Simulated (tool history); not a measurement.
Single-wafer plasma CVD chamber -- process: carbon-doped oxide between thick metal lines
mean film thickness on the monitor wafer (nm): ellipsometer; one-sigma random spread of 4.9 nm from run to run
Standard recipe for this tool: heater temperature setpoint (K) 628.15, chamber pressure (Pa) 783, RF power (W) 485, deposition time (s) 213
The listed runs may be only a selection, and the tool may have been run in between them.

run,day,heater temperature setpoint (K),chamber pressure (Pa),RF power (W),deposition time (s),wafers since the last listed run,hours since the last thermocouple change,hours since the last RF generator calibration,hours since the last manometer calibration,hours since the showerhead was replaced,hours since the gauge calibration,"read-back reference wafer on the same gauge, thickness_nm",mean film thickness on the monitor wafer (nm)
1,0,628.15,783,485,244,0,1910.2,1299.8,1633.1,6461.5,143.6,880.932,1215.577
2,3.583,628.15,783,485,244,582,1996.2,1385.8,1719.1,6547.5,229.6,885.199,1207.566
3,4.267,628.15,783,485,244,111,2012.6,1402.2,1735.5,6563.9,246,885.089,1207.718
4,5.758,637.15,783,485,213,242,2048.4,1438,1771.3,6599.7,281.8,886.489,1034.147
5,6.896,637.15,783,485,213,185,2075.7,1465.3,1798.6,6627,309.1,886.327,1027.383
6,7.933,618.15,783,485,213,168,2100.6,1490.2,1823.5,6651.9,334,887.101,1088.46
7,8.888,618.15,783,485,213,155,2123.5,1513.1,1846.4,6674.8,356.9,888.342,1093.796
# day 9.638: thermocouple changed; heater temperature recalibrated
8,9.75,638.15,783,485,213,86,2.7,1533.8,1867.1,6695.5,377.6,887.665,1027.779
9,10.7,628.15,783,485,213,154,25.5,1556.6,1889.9,6718.3,400.4,890.416,1059.156
10,11.958,639.15,783,485,197,204,55.7,1586.8,1920.1,6748.5,430.6,888.781,948.16
# day 12.6: showerhead replaced
11,12.979,635.15,783,485,213,111,80.2,1611.3,1944.6,9.1,455.1,888.945,1036.777
12,13.879,635.15,783,485,213,146,101.8,1632.9,1966.2,30.7,476.7,889.728,1036.49
13,14.608,637.15,783,485,213,118,119.3,1650.4,1983.7,48.2,494.2,889.073,1040.369
14,15.688,628.15,616,485,197,175,145.2,1676.3,2009.6,74.1,520.1,890.959,922.091
# day 16.742: RF generator calibrated
15,16.929,639.15,868,485,213,147,175,4.5,2039.4,103.9,549.9,889.881,1043.803
16,17.696,638.15,783,575,213,124,193.4,22.9,2057.8,122.3,568.3,889.675,1141.145
# day 18.321: gauge calibrated
# day 18.658: capacitance manometer re-zeroed and calibrated
17,18.904,628.15,783,485,213,142,222.4,51.9,5.9,151.3,14,872.012,1034.294
18,19.596,641.15,783,485,188,112,239,68.5,22.5,167.9,30.6,872.832,893.384
19,20.917,628.15,783,485,213,214,270.7,100.2,54.2,199.6,62.3,875.327,1046.819
20,21.871,628.15,611,485,186,155,293.6,123.1,77.1,222.5,85.2,877.264,858.514
21,22.388,628.15,635,545,240,84,306,135.5,89.5,234.9,97.6,880.411,1194.063
22,23.825,619.15,783,445,213,233,340.5,170,124,269.4,132.1,882.136,1015.798
23,24.475,628.15,783,485,213,105,356.1,185.6,139.6,285,147.7,882.662,1051.623
24,25.104,628.15,783,485,172,102,371.2,200.7,154.7,300.1,162.8,882.356,850.339
25,25.738,628.15,783,485,213,103,386.4,215.9,169.9,315.3,178,883.888,1051.841

Run-by-run hidden state of the tool:
wafer temperature above the value expected at the setpoint (K): 0 at every run
delivered RF power above the setpoint (%): 0 at every run
true pressure above the setpoint (%): 0 at every run
H1: gauge reads high (%)
run,H1
1,1.27
2,1.69
3,1.75
4,1.87
5,1.95
6,2.01
7,2.06
8,2.1
9,2.14
10,2.18
11,2.22
12,2.24
13,2.26
14,2.28
15,2.31
16,2.32
17,0.2
18,0.387
19,0.703
20,0.901
21,1
22,1.24
23,1.34
24,1.42
25,1.5
